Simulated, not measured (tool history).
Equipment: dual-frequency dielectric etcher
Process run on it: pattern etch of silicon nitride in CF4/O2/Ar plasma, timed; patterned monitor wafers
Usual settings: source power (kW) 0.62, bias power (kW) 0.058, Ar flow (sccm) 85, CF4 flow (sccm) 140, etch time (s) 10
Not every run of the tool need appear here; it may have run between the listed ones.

| run | hour | source power (kW) | bias power (kW) | Ar flow (sccm) | CF4 flow (sccm) | etch time (s) | read-back reference wafer on the same gauge, depth_nm | mean etch depth across the wafer (Å) |
|---|---|---|---|---|---|---|---|---|
| 1 | 0 | 0.62 | 0.058 | 85 | 140 | 13 | 20.97 | 306.4 |
| 2 | 54.7 | 0.62 | 0.058 | 85 | 140 | 10 | 21 | 236 |
| 3 | 90.8 | 0.62 | 0.058 | 71 | 140 | 11.5 | 21 | 273.2 |
| 4 | 129.8 | 0.5 | 0.068 | 72 | 140 | 11 | 21.01 | 217.8 |
| 5 | 195.9 | 0.62 | 0.054 | 85 | 140 | 10 | 20.99 | 226.4 |
| 6 | 250.8 | 0.62 | 0.058 | 85 | 168 | 11.5 | 21 | 272 |
| 7 | 386.5 | 0.62 | 0.065 | 85 | 140 | 12.5 | 21.02 | 297.2 |
| 8 | 413.9 | 0.49 | 0.062 | 66 | 111 | 10 | 21 | 178.6 |
|  | 441.5 | wet clean of the chamber |
|  | 444.8 | CF4 flow controller replaced |
| 9 | 457.4 | 0.55 | 0.058 | 67 | 140 | 10 | 20.99 | 207.7 |
|  | 468.3 | source power generator calibrated |
| 10 | 495.1 | 0.62 | 0.058 | 85 | 140 | 10 | 21.02 | 244.1 |
| 11 | 552.1 | 0.62 | 0.058 | 85 | 140 | 10 | 20.99 | 245.6 |
| 12 | 587.1 | 0.62 | 0.058 | 85 | 140 | 10 | 21 | 243.2 |
|  | 606.2 | gauge calibrated |
| 13 | 617.3 | 0.62 | 0.058 | 85 | 140 | 9 | 21 | 219.3 |
| 14 | 673.9 | 0.47 | 0.058 | 98 | 119 | 12 | 21.02 | 206.9 |
| 15 | 737.1 | 0.56 | 0.058 | 85 | 140 | 10 | 21 | 218.4 |
| 16 | 802.7 | 0.62 | 0.058 | 98 | 112 | 8 | 21 | 182.8 |
| 17 | 840.8 | 0.62 | 0.058 | 85 | 140 | 10 | 20.99 | 239.2 |
|  | 886.5 | wet clean of the chamber |
| 18 | 902.7 | 0.62 | 0.062 | 101 | 140 | 12 | 21 | 297.1 |
| 19 | 943.2 | 0.62 | 0.058 | 85 | 140 | 10 | 20.99 | 244.2 |
| 20 | 997.3 | 0.62 | 0.058 | 76 | 130 | 10 | 21 | 242.6 |
| 21 | 1065.3 | 0.62 | 0.07 | 85 | 140 | 10 | 20.99 | 258 |
| 22 | 1122.8 | 0.75 | 0.058 | 85 | 174 | 8.5 | 21.01 | 259.1 |

What if the next run were any one of these 3? Each begins from the tool's condition after run 22:
| A | 1123.2 | 0.62 | 0.058 | 85 | 140 | 10 | ? | ? |
| B | 1123.2 | 0.5 | 0.049 | 85 | 121 | 10 | ? | ? |
| C | 1123.2 | 0.72 | 0.058 | 72 | 140 | 12 | ? | ? |

| run | read-back reference wafer on the same gauge, depth_nm | mean etch depth across the wafer (Å) |
|---|---|---|
| A | 21 | 242.5 |
| B | 21 | 176.4 |
| C | 21 | 344.4 |
With the hidden condition removed and each run's random variation left untouched, the same runs would have given:
| run | mean etch depth across the wafer (Å) |
|---|---|
| A | 247.3 |
| B | 180 |
| C | 351.3 |

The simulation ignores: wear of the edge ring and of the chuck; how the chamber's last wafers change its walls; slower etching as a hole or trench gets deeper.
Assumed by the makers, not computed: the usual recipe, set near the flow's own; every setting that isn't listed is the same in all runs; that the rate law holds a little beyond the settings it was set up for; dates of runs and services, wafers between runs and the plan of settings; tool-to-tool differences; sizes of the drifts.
